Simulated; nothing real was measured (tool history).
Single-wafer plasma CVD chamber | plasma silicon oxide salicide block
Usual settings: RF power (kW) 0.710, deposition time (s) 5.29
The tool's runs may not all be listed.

run	hour	RF power (kW)	deposition time (s)	wafers since the last listed run	hours since the last RF generator calibration	hours since the showerhead was replaced	hours since the gauge calibration	read-back reference wafer on the same gauge, thickness_nm	mean film thickness on the monitor wafer (nm)
1	0.0	0.710	5.29	0	836.4	4778.0	140.6	49.697	52.411
2	69.8	0.710	5.29	3007	906.2	4847.8	210.4	49.727	52.246
3	127.8	0.710	5.29	2499	964.2	4905.8	268.4	49.690	52.494
4	200.1	0.710	5.29	3115	1036.5	4978.1	340.7	49.672	52.045
5	386.2	0.710	5.03	8019	1222.6	5164.2	526.8	49.710	49.177
6	440.0	0.710	5.29	2318	1276.4	5218.0	580.6	49.661	51.578
# hour 519.2: RF generator calibrated
7	519.7	0.710	5.29	3089	0.5	5297.7	660.3	49.675	53.086
8	605.9	0.750	5.59	3714	86.7	5383.9	746.5	49.710	56.792
9	698.6	0.750	5.59	3994	179.4	5476.6	839.2	49.704	56.935
10	777.7	0.710	5.29	3408	258.5	5555.7	918.3	49.684	52.603
11	859.1	0.710	4.74	3507	339.9	5637.1	999.7	49.699	47.203
12	908.6	0.710	5.29	2133	389.4	5686.6	1049.2	49.689	52.847
13	977.3	0.710	5.29	2960	458.1	5755.3	1117.9	49.703	52.592
# hour 997.1: showerhead replaced
14	1035.4	0.590	4.94	2158	516.2	38.3	1176.0	49.709	46.778
# hour 1100.6: gauge calibrated
15	1143.0	0.595	4.77	4636	623.8	145.9	42.4	49.700	44.984
16	1204.4	0.615	5.67	2645	685.2	207.3	103.8	49.687	54.039
17	1288.7	0.635	5.29	3632	769.5	291.6	188.1	49.685	50.640
18	1363.1	0.575	5.57	3206	843.9	366.0	262.5	49.709	51.847
19	1416.2	0.710	5.74	2288	897.0	419.1	315.6	49.713	56.816

How the hidden state differs across the entries between the runs, from the last listed run before each to the first after it:
Between runs 6 and 7: RF generator calibrated (hour 519.2)
  delivered RF power above the setpoint (%): -9.37 -> -0.848
  measured less the result without the state, mean film thickness on the monitor wafer (nm): -1.454 -> -0.128
Between runs 13 and 14: showerhead replaced (hour 997.1)
  delivered RF power above the setpoint (%): -2.04 -> -2.36
  measured less the result without the state, mean film thickness on the monitor wafer (nm): -0.308 -> -0.317
Between runs 14 and 15: gauge calibrated (hour 1100.6)
  delivered RF power above the setpoint (%): -2.36 -> -3.05
  measured less the result without the state, mean film thickness on the monitor wafer (nm): -0.317 -> -0.397

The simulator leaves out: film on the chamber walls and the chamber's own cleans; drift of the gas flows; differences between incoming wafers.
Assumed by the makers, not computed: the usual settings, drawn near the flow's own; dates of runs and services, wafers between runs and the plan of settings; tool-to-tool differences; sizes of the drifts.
